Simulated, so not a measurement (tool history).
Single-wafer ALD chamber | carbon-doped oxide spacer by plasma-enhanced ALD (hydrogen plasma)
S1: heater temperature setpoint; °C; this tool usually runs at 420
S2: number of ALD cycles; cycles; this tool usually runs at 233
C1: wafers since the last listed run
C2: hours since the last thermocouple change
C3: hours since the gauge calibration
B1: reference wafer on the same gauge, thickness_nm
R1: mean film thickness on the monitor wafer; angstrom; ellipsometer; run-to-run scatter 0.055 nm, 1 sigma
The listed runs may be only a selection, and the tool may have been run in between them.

| run | day | S1 | S2 | C1 | C2 | C3 | B1 | R1 |
|---|---|---|---|---|---|---|---|---|
| 1 | 0.000 | 427 | 199 | 0 | 1467.7 | 188.1 | 8.884 | 86.38 |
| 2 | 2.967 | 420 | 258 | 122 | 1538.9 | 259.3 | 8.905 | 115.88 |
| 3 | 5.150 | 413 | 212 | 90 | 1591.3 | 311.7 | 8.919 | 98.36 |
| 4 | 9.054 | 413 | 212 | 161 | 1685.0 | 405.4 | 8.889 | 97.32 |
| 5 | 12.317 | 413 | 212 | 134 | 1763.3 | 483.7 | 8.884 | 97.64 |
| 6 | 15.846 | 420 | 233 | 145 | 1848.0 | 568.4 | 8.896 | 104.85 |
| 7 | 18.508 | 420 | 233 | 110 | 1911.9 | 632.3 | 8.904 | 104.02 |
| 8 | 20.708 | 420 | 233 | 90 | 1964.7 | 685.1 | 8.905 | 104.19 |
| 9 | 24.971 | 415 | 233 | 176 | 2067.0 | 787.4 | 8.897 | 106.87 |
| 10 | 28.200 | 415 | 233 | 133 | 2144.5 | 864.9 | 8.893 | 105.16 |
| 11 | 30.662 | 420 | 205 | 101 | 2203.6 | 924.0 | 8.908 | 92.29 |
| 12 | 34.325 | 420 | 218 | 151 | 2291.5 | 1011.9 | 8.912 | 97.94 |
| 13 | 36.383 | 420 | 218 | 85 | 2340.9 | 1061.3 | 8.888 | 97.55 |
| 14 | 39.150 | 420 | 233 | 114 | 2407.3 | 1127.7 | 8.911 | 104.94 |
| 15 | 43.625 | 420 | 233 | 185 | 2514.7 | 1235.1 | 8.890 | 104.62 |
| 16 | 45.929 | 420 | 221 | 95 | 2570.0 | 1290.4 | 8.892 | 99.56 |
| 17 | 47.821 | 420 | 221 | 78 | 2615.4 | 1335.8 | 8.898 | 99.64 |
| 18 | 50.825 | 420 | 233 | 124 | 2687.5 | 1407.9 | 8.904 | 104.04 |
| 19 | 53.121 | 420 | 233 | 94 | 2742.6 | 1463.0 | 8.906 | 104.78 |
| 20 | 57.162 | 420 | 233 | 167 | 2839.6 | 1560.0 | 8.897 | 104.96 |
| 21 | 59.083 | 430 | 233 | 79 | 2885.7 | 1606.1 | 8.913 | 101.24 |
| 22 | 60.675 | 411 | 256 | 65 | 2923.9 | 1644.3 | 8.917 | 118.31 |
| 23 | 64.104 | 411 | 256 | 141 | 3006.2 | 1726.6 | 8.893 | 118.64 |
| 24 | 68.333 | 420 | 264 | 174 | 3107.7 | 1828.1 | 8.895 | 117.72 |
|  | 70.650 | thermocouple changed; heater temperature recalibrated |
| 25 | 71.721 | 420 | 187 | 126 | 25.7 | 1909.4 | 8.895 | 84.14 |
| 26 | 75.262 | 420 | 248 | 146 | 110.7 | 1994.4 | 8.906 | 111.36 |
| 27 | 79.375 | 407 | 196 | 170 | 209.4 | 2093.1 | 8.898 | 92.17 |
| 28 | 82.108 | 420 | 233 | 113 | 275.0 | 2158.7 | 8.901 | 104.89 |
| 29 | 84.571 | 426 | 249 | 101 | 334.1 | 2217.8 | 8.900 | 109.03 |
| 30 | 87.354 | 407 | 196 | 115 | 400.9 | 2284.6 | 8.902 | 92.28 |
| 31 | 88.979 | 427 | 247 | 67 | 439.9 | 2323.6 | 8.920 | 109.23 |
| 32 | 101.933 | 420 | 195 | 535 | 750.8 | 2634.5 | 8.880 | 87.43 |
| 33 | 104.783 | 420 | 233 | 117 | 819.2 | 2702.9 | 8.909 | 105.74 |
| 34 | 109.283 | 420 | 250 | 186 | 927.2 | 2810.9 | 8.894 | 111.42 |
|  | 109.692 | gauge calibrated |
| 35 | 119.812 | 434 | 248 | 435 | 1179.9 | 242.9 | 8.907 | 105.40 |
| 36 | 122.562 | 414 | 265 | 113 | 1245.9 | 308.9 | 8.901 | 121.28 |
| 37 | 126.742 | 429 | 233 | 172 | 1346.2 | 409.2 | 8.888 | 100.69 |
| 38 | 128.971 | 420 | 256 | 92 | 1399.7 | 462.7 | 8.899 | 114.96 |
| 39 | 131.350 | 432 | 255 | 98 | 1456.8 | 519.8 | 8.887 | 109.38 |
| 40 | 135.642 | 420 | 233 | 177 | 1559.8 | 622.8 | 8.900 | 104.04 |
| 41 | 139.446 | 406 | 219 | 157 | 1651.1 | 714.1 | 8.897 | 103.11 |
| 42 | 141.533 | 427 | 233 | 86 | 1701.2 | 764.2 | 8.904 | 102.56 |
| 43 | 143.038 | 420 | 233 | 62 | 1737.3 | 800.3 | 8.893 | 104.86 |
| 44 | 145.888 | 424 | 233 | 117 | 1805.7 | 868.7 | 8.901 | 102.96 |
| 45 | 148.662 | 420 | 233 | 114 | 1872.3 | 935.3 | 8.881 | 105.27 |
| 46 | 151.642 | 430 | 269 | 123 | 1943.8 | 1006.8 | 8.912 | 116.72 |

Exercise: give the hidden state of the tool at every run:
wafer temperature above the value expected at the setpoint (K): 0, the same for each run
gauge reads high (%): 0, the same for each run
